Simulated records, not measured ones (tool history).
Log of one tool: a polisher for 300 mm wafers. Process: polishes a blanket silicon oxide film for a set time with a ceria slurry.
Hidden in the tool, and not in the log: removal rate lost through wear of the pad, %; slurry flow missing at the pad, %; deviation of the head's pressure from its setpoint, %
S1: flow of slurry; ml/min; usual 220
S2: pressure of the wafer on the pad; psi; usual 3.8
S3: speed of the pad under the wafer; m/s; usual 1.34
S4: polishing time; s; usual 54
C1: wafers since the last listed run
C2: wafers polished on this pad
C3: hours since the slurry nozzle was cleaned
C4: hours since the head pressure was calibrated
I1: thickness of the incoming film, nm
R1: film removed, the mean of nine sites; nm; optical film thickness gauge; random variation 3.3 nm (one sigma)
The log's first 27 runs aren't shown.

run,day,S1,S2,S3,S4,C1,C2,C3,C4,I1,R1
28,93.233,220,2.8,1.14,41,517,1498,102.5,207.1,1686.3,173.6
29,97.021,220,3.8,1.34,66,784,2282,193.4,298,1675.8,452.3
30,99.875,220,3.8,1.34,54,590,2873,261.9,366.5,1638.9,362.3
31,102.112,220,3.5,1.56,42,463,3336,315.6,420.2,1684.1,306.8
32,104.821,165,4.6,1.76,54,560,3897,380.6,485.2,1653.4,558.3
# day 108.079: head pressure recalibrated
33,109.279,220,3.8,1.34,35,905,4803,487.6,28.8,1667.9,222.6
34,112.312,220,4.8,1.34,54,627,5431,560.4,101.6,1654.1,426.9
# day 112.704: worn pad replaced by a new one
# day 113.562: slurry nozzle cleaned
35,114.438,220,3.8,1.34,54,396,349,21,152.6,1636.2,371.4

5 ways to go on from here, each from the tool as it stands after run 35. What would each give?
A,114.454,220,3.8,1.34,54,3,353,21.4,153,1660.1,?
B,114.454,255,2.8,1.68,66,3,353,21.4,153,1660.1,?
C,114.454,175,3.8,1.02,54,3,353,21.4,153,1660.1,?
D,114.454,220,4.5,1.6,47,3,353,21.4,153,1660.1,?
E,114.454,160,3.8,1.34,54,3,353,21.4,153,1660.1,?

run,R1
A,369.9
B,424.2
C,273.8
D,455.3
E,355.2
Without the tool's hidden state the same runs would have given:
run,R1
A,377.3
B,432.7
C,279.2
D,464.4
E,362.3
